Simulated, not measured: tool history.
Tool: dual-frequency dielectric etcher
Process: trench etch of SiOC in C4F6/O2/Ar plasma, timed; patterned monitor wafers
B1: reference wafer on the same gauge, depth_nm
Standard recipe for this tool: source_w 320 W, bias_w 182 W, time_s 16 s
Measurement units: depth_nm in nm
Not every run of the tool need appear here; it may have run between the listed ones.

{"run": 1, "day": 0.0, "source_w": 340, "bias_w": 182, "time_s": 16, "B1": 33.83, "depth_nm": 30.83}
{"day": 1.229, "done": "wet clean of the chamber"}
{"run": 2, "day": 1.25, "source_w": 340, "bias_w": 182, "time_s": 16, "B1": 33.81, "depth_nm": 31.71}
{"run": 3, "day": 2.129, "source_w": 320, "bias_w": 182, "time_s": 16, "B1": 33.79, "depth_nm": 30.64}
{"run": 4, "day": 3.2, "source_w": 320, "bias_w": 182, "time_s": 16, "B1": 33.79, "depth_nm": 30.66}
{"run": 5, "day": 4.438, "source_w": 320, "bias_w": 182, "time_s": 16, "B1": 33.78, "depth_nm": 30.61}
{"run": 6, "day": 5.671, "source_w": 320, "bias_w": 182, "time_s": 16, "B1": 33.8, "depth_nm": 30.44}
{"run": 7, "day": 6.542, "source_w": 320, "bias_w": 182, "time_s": 16, "B1": 33.79, "depth_nm": 30.37}
{"run": 8, "day": 7.958, "source_w": 320, "bias_w": 156, "time_s": 16, "B1": 33.8, "depth_nm": 29.5}
{"run": 9, "day": 8.792, "source_w": 320, "bias_w": 156, "time_s": 16, "B1": 33.8, "depth_nm": 29.23}
{"day": 9.992, "done": "bias power generator calibrated"}
{"day": 10.967, "done": "upper electrode replaced"}
{"run": 10, "day": 10.988, "source_w": 370, "bias_w": 182, "time_s": 16, "B1": 33.81, "depth_nm": 32.35}
{"run": 11, "day": 11.05, "source_w": 370, "bias_w": 182, "time_s": 16, "B1": 33.81, "depth_nm": 32.39}
{"run": 12, "day": 11.7, "source_w": 340, "bias_w": 214, "time_s": 16, "B1": 33.83, "depth_nm": 32.27}
{"run": 13, "day": 13.012, "source_w": 340, "bias_w": 214, "time_s": 16, "B1": 33.81, "depth_nm": 32.21}
{"run": 14, "day": 14.067, "source_w": 320, "bias_w": 182, "time_s": 16, "B1": 33.81, "depth_nm": 30.04}
{"run": 15, "day": 14.946, "source_w": 350, "bias_w": 137, "time_s": 12, "B1": 33.8, "depth_nm": 22.14}
{"run": 16, "day": 15.521, "source_w": 320, "bias_w": 182, "time_s": 16, "B1": 33.8, "depth_nm": 30.16}

What does the tool deliver on the next run?
{"run": 17, "day": 16.888, "source_w": 380, "bias_w": 182, "time_s": 14, "B1": "?", "depth_nm": "?"}

Run 17 measured B1 33.81, depth_nm 28.33 nm.
Without the tool's hidden state the same run would have given depth_nm 29.22 nm.
